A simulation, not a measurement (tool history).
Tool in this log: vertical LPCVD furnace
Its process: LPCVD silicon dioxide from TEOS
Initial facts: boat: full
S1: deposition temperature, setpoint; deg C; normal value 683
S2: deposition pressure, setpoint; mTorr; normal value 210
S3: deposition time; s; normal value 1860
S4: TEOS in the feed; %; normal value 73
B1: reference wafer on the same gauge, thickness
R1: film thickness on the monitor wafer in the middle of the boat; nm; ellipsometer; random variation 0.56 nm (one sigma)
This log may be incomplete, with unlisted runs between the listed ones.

run   hour   S1   S2    S3  S4      B1      R1
  1    0.0  683  210  1860  73  137.04  141.25
  2   71.7  683  210  1860  73  136.96  142.25
  3  131.9  683  240  1860  73  137.12  152.37
  4  196.4  683  210  1860  80  137.00  150.80
     267.6  -- thermocouples replaced and temperature profile calibrated
  5  268.1  683  210  1860  80  137.17  138.89
  6  279.6  686  210  1860  73  137.01  144.38
  7  338.6  683  175  1860  73  137.03  122.08
  8  404.4  683  210  1860  73  136.92  132.99
  9  432.3  678  250  1860  73  136.87  130.26
     466.5  -- pressure gauge zeroed
 10  480.4  683  165  1860  73  136.87  118.65
     511.8  -- TEOS flow controller replaced
     513.0  -- gauge calibrated
 11  543.3  671  160  1860  61  137.01   79.68
 12  604.1  673  185  2490  86  137.07  142.60
 13  649.8  683  210  1860  73  136.87  133.83
 14  678.1  683  210  2580  73  137.23  186.29

Alternative continuations, all from the tool just after run 14; predict every row:
  A  681.9  683  210  1860  65   ?   ?
  B  681.9  673  170  1860  68   ?   ?
  C  681.9  683  210  2220  83   ?   ?

run      B1      R1
  A  136.99  126.89
  B  136.99   91.55
  C  136.99  171.14
The same runs, with their run-to-run variation unchanged, on a tool lacking any hidden condition would have given:
run      R1
  A  125.33
  B   90.40
  C  169.03

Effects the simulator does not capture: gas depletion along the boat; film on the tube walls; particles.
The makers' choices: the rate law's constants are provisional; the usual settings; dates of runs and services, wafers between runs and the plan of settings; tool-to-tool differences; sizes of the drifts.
